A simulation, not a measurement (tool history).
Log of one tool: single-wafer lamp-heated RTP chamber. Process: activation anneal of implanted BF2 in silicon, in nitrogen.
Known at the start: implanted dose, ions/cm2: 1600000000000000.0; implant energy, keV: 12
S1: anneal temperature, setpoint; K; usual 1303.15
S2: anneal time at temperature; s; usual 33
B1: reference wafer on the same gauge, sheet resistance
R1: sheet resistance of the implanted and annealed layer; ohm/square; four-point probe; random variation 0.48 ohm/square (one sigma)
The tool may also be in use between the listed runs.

{"run": 1, "hour": 0.0, "S1": 1303.15, "S2": 33, "B1": 126.02, "R1": 141.53}
{"hour": 47.2, "done": "reflector plate cleaned"}
{"run": 2, "hour": 101.4, "S1": 1303.15, "S2": 33, "B1": 125.92, "R1": 144.99}
{"run": 3, "hour": 135.2, "S1": 1303.15, "S2": 33, "B1": 126.03, "R1": 144.28}
{"run": 4, "hour": 168.9, "S1": 1303.15, "S2": 44, "B1": 126.08, "R1": 134.44}
{"run": 5, "hour": 193.9, "S1": 1303.15, "S2": 44, "B1": 126.07, "R1": 133.18}
{"run": 6, "hour": 209.5, "S1": 1291.15, "S2": 33, "B1": 125.94, "R1": 153.46}
{"hour": 229.1, "done": "pyrometer window cleaned and pyrometer calibrated"}
{"run": 7, "hour": 232.7, "S1": 1291.15, "S2": 33, "B1": 126.02, "R1": 155.9}
{"run": 8, "hour": 257.1, "S1": 1291.15, "S2": 33, "B1": 125.96, "R1": 155.44}
{"hour": 322.6, "done": "gauge calibrated"}
{"run": 9, "hour": 355.8, "S1": 1303.15, "S2": 33, "B1": 125.92, "R1": 138.5}
{"run": 10, "hour": 367.8, "S1": 1303.15, "S2": 33, "B1": 125.88, "R1": 138.86}
{"hour": 383.1, "done": "reflector plate cleaned"}
{"run": 11, "hour": 387.7, "S1": 1303.15, "S2": 33, "B1": 126.19, "R1": 143.91}
{"run": 12, "hour": 402.0, "S1": 1303.15, "S2": 33, "B1": 125.98, "R1": 143.09}
{"hour": 418.1, "done": "pyrometer window cleaned and pyrometer calibrated"}
{"run": 13, "hour": 426.0, "S1": 1303.15, "S2": 33, "B1": 126.03, "R1": 144.72}
{"run": 14, "hour": 438.7, "S1": 1303.15, "S2": 33, "B1": 126.08, "R1": 144.83}
{"run": 15, "hour": 458.4, "S1": 1303.15, "S2": 33, "B1": 126.0, "R1": 144.05}
{"run": 16, "hour": 471.7, "S1": 1303.15, "S2": 21, "B1": 126.01, "R1": 161.32}
{"run": 17, "hour": 489.8, "S1": 1315.15, "S2": 26, "B1": 126.0, "R1": 140.22}
{"run": 18, "hour": 517.8, "S1": 1286.15, "S2": 38, "B1": 126.03, "R1": 157.13}
{"run": 19, "hour": 531.3, "S1": 1280.15, "S2": 33, "B1": 126.02, "R1": 172.42}
{"run": 20, "hour": 553.2, "S1": 1291.15, "S2": 33, "B1": 126.09, "R1": 154.55}
{"run": 21, "hour": 585.7, "S1": 1303.15, "S2": 33, "B1": 126.07, "R1": 140.87}
{"run": 22, "hour": 618.0, "S1": 1311.15, "S2": 17, "B1": 126.02, "R1": 152.85}
{"hour": 637.2, "done": "pyrometer window cleaned and pyrometer calibrated"}
{"run": 23, "hour": 637.9, "S1": 1319.15, "S2": 26, "B1": 126.09, "R1": 133.47}
{"hour": 663.6, "done": "reflector plate cleaned"}
{"run": 24, "hour": 664.1, "S1": 1320.15, "S2": 49, "B1": 125.94, "R1": 118.09}
{"run": 25, "hour": 690.6, "S1": 1277.15, "S2": 19, "B1": 126.11, "R1": 210.53}
{"run": 26, "hour": 714.0, "S1": 1288.15, "S2": 47, "B1": 126.01, "R1": 149.38}
{"run": 27, "hour": 744.9, "S1": 1273.15, "S2": 17, "B1": 125.97, "R1": 224.34}
{"run": 28, "hour": 763.9, "S1": 1303.15, "S2": 33, "B1": 126.06, "R1": 143.73}
{"run": 29, "hour": 789.3, "S1": 1303.15, "S2": 33, "B1": 125.93, "R1": 143.21}
{"hour": 816.7, "done": "pyrometer window cleaned and pyrometer calibrated"}
{"run": 30, "hour": 817.2, "S1": 1303.15, "S2": 33, "B1": 126.02, "R1": 145.29}
{"run": 31, "hour": 848.5, "S1": 1288.15, "S2": 44, "B1": 126.09, "R1": 149.08}
{"run": 32, "hour": 867.2, "S1": 1303.15, "S2": 22, "B1": 125.87, "R1": 157.64}
{"run": 33, "hour": 899.1, "S1": 1315.15, "S2": 22, "B1": 126.04, "R1": 142.4}
{"run": 34, "hour": 918.5, "S1": 1276.15, "S2": 25, "B1": 126.06, "R1": 190.01}
{"run": 35, "hour": 932.0, "S1": 1312.15, "S2": 33, "B1": 126.1, "R1": 132.87}
{"run": 36, "hour": 957.3, "S1": 1311.15, "S2": 17, "B1": 125.99, "R1": 151.61}

The same runs without the tool's hidden state, with the same run-to-run variation:
The hidden state here: true wafer temperature minus pyrometer reading, K; wafer temperature error from the tarnished reflector plate, K; gauge reads high (%).
run=1 R1=145.92
run=2 R1=146.78
run=3 R1=146.69
run=4 R1=137.39
run=5 R1=136.70
run=6 R1=159.37
run=7 R1=159.77
run=8 R1=160.42
run=9 R1=145.71
run=10 R1=146.64
run=11 R1=146.41
run=12 R1=145.74
run=13 R1=145.88
run=14 R1=146.20
run=15 R1=145.77
run=16 R1=163.97
run=17 R1=142.68
run=18 R1=162.03
run=19 R1=179.19
run=20 R1=160.21
run=21 R1=145.81
run=22 R1=161.19
run=23 R1=138.73
run=24 R1=118.96
run=25 R1=213.41
run=26 R1=151.66
run=27 R1=229.43
run=28 R1=146.28
run=29 R1=146.34
run=30 R1=147.06
run=31 R1=152.92
run=32 R1=161.88
run=33 R1=147.43
run=34 R1=201.65
run=35 R1=138.25
run=36 R1=160.71
